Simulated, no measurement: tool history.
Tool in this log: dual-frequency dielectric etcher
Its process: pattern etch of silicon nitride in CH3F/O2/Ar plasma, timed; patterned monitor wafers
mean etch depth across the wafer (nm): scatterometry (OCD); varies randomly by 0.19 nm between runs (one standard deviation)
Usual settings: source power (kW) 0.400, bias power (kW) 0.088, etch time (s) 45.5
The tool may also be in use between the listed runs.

run,hour,source power (kW),bias power (kW),etch time (s),"read-back reference wafer on the same gauge, depth_nm",mean etch depth across the wafer (nm)
1,0.0,0.400,0.088,45.5,40.45,32.84
2,14.3,0.400,0.088,45.5,40.51,32.72
3,24.8,0.400,0.097,45.5,40.42,33.92
4,37.4,0.340,0.088,45.5,40.52,30.23
# hour 40.9: gauge calibrated
# hour 66.5: upper electrode replaced
5,67.0,0.340,0.088,45.5,40.50,29.73
6,67.3,0.400,0.088,45.5,40.43,32.97
7,67.6,0.400,0.088,45.5,40.49,32.62
8,81.4,0.400,0.088,45.5,40.46,32.60
9,96.5,0.400,0.088,45.5,40.53,32.63
10,112.2,0.400,0.088,45.5,40.52,32.43
11,121.7,0.400,0.088,45.5,40.53,32.90
12,134.9,0.400,0.088,45.5,40.52,32.67
13,142.3,0.430,0.088,45.5,40.50,33.39
14,157.5,0.440,0.109,58.0,40.47,46.97
# hour 170.4: bias power generator calibrated
15,174.1,0.400,0.068,45.5,40.48,29.46
16,187.5,0.330,0.100,57.5,40.49,39.10
17,195.2,0.310,0.088,45.5,40.47,28.48
18,203.1,0.400,0.088,45.5,40.43,32.25
19,210.9,0.400,0.075,45.5,40.48,30.53
20,228.1,0.400,0.088,45.5,40.55,32.09
# hour 233.9: source power generator calibrated
21,242.7,0.450,0.088,45.5,40.50,34.36
22,256.1,0.400,0.088,45.5,40.59,31.99
# hour 281.5: wet clean of the chamber
23,282.0,0.400,0.088,45.5,40.60,33.57
24,282.3,0.330,0.088,34.5,40.49,23.15
25,282.6,0.400,0.094,45.5,40.53,34.58
26,283.5,0.350,0.088,37.0,40.50,25.32
27,314.0,0.480,0.088,45.5,40.52,36.30
28,328.3,0.350,0.108,32.0,40.48,23.93
29,334.5,0.460,0.104,51.5,40.46,43.22
30,348.8,0.400,0.066,34.0,40.52,22.39
31,397.5,0.400,0.088,53.5,40.58,39.03

Per-run results on a tool with no hidden state, each run keeping its own random variation:
What the log doesn't record here: etch rate over this chamber's usual, %; source power that arrives over what is set, %; bias power that arrives over what is set, %; gauge reads high (%).
run,mean etch depth across the wafer (nm)
1,33.98
2,33.90
3,35.17
4,31.38
5,30.94
6,34.31
7,33.95
8,33.97
9,34.05
10,33.88
11,34.40
12,34.20
13,34.98
14,49.26
15,30.94
16,41.11
17,29.96
18,33.96
19,32.17
20,33.86
21,36.31
22,33.84
23,33.99
24,23.44
25,35.02
26,25.65
27,36.86
28,24.33
29,43.96
30,22.80
31,39.91
